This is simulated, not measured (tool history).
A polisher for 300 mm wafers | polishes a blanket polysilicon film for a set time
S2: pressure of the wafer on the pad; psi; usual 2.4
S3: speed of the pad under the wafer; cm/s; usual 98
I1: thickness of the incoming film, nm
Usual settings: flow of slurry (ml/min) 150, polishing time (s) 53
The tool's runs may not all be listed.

{"run": 1, "hour": 0.0, "flow of slurry (ml/min)": 165, "S2": 2.4, "S3": 98, "polishing time (s)": 53, "I1": 2074.3, "film removed (nm)": 379.7}
{"run": 2, "hour": 38.3, "flow of slurry (ml/min)": 150, "S2": 2.4, "S3": 98, "polishing time (s)": 53, "I1": 2090.8, "film removed (nm)": 373.6}
{"hour": 42.5, "done": "worn pad replaced by a new one"}
{"run": 3, "hour": 64.6, "flow of slurry (ml/min)": 115, "S2": 2.4, "S3": 98, "polishing time (s)": 53, "I1": 2068.5, "film removed (nm)": 405.4}
{"run": 4, "hour": 89.5, "flow of slurry (ml/min)": 175, "S2": 2.4, "S3": 98, "polishing time (s)": 53, "I1": 2072, "film removed (nm)": 402.7}
{"run": 5, "hour": 114.5, "flow of slurry (ml/min)": 175, "S2": 2.4, "S3": 98, "polishing time (s)": 53, "I1": 2059, "film removed (nm)": 396}
{"hour": 232.3, "done": "head pressure recalibrated"}
{"hour": 233.8, "done": "worn pad replaced by a new one"}
{"run": 6, "hour": 274.7, "flow of slurry (ml/min)": 150, "S2": 2.4, "S3": 98, "polishing time (s)": 53, "I1": 2089.6, "film removed (nm)": 381.3}
{"run": 7, "hour": 305.9, "flow of slurry (ml/min)": 150, "S2": 2.4, "S3": 98, "polishing time (s)": 53, "I1": 2069.3, "film removed (nm)": 374.9}
{"run": 8, "hour": 358.1, "flow of slurry (ml/min)": 150, "S2": 2.4, "S3": 98, "polishing time (s)": 53, "I1": 2107.8, "film removed (nm)": 371}
{"hour": 362.8, "done": "slurry nozzle cleaned"}
{"hour": 430.6, "done": "worn pad replaced by a new one"}
{"run": 9, "hour": 431.1, "flow of slurry (ml/min)": 150, "S2": 2, "S3": 98, "polishing time (s)": 65, "I1": 2058, "film removed (nm)": 463.5}
{"run": 10, "hour": 459.5, "flow of slurry (ml/min)": 150, "S2": 2, "S3": 98, "polishing time (s)": 53, "I1": 2072.5, "film removed (nm)": 366}
{"run": 11, "hour": 496.1, "flow of slurry (ml/min)": 200, "S2": 1.9, "S3": 98, "polishing time (s)": 34, "I1": 2090.6, "film removed (nm)": 220.3}

Run 12 comes next. What will it give?
{"hour": 614.2, "done": "worn pad replaced by a new one"}
{"run": 12, "hour": 659.8, "flow of slurry (ml/min)": 130, "S2": 2, "S3": 98, "polishing time (s)": 53, "I1": 2051.9, "film removed (nm)": "?"}

{"run 12": {"film removed (nm)": 354.2}}
Without the tool's hidden state the same run would have given film removed (nm) 357.1.
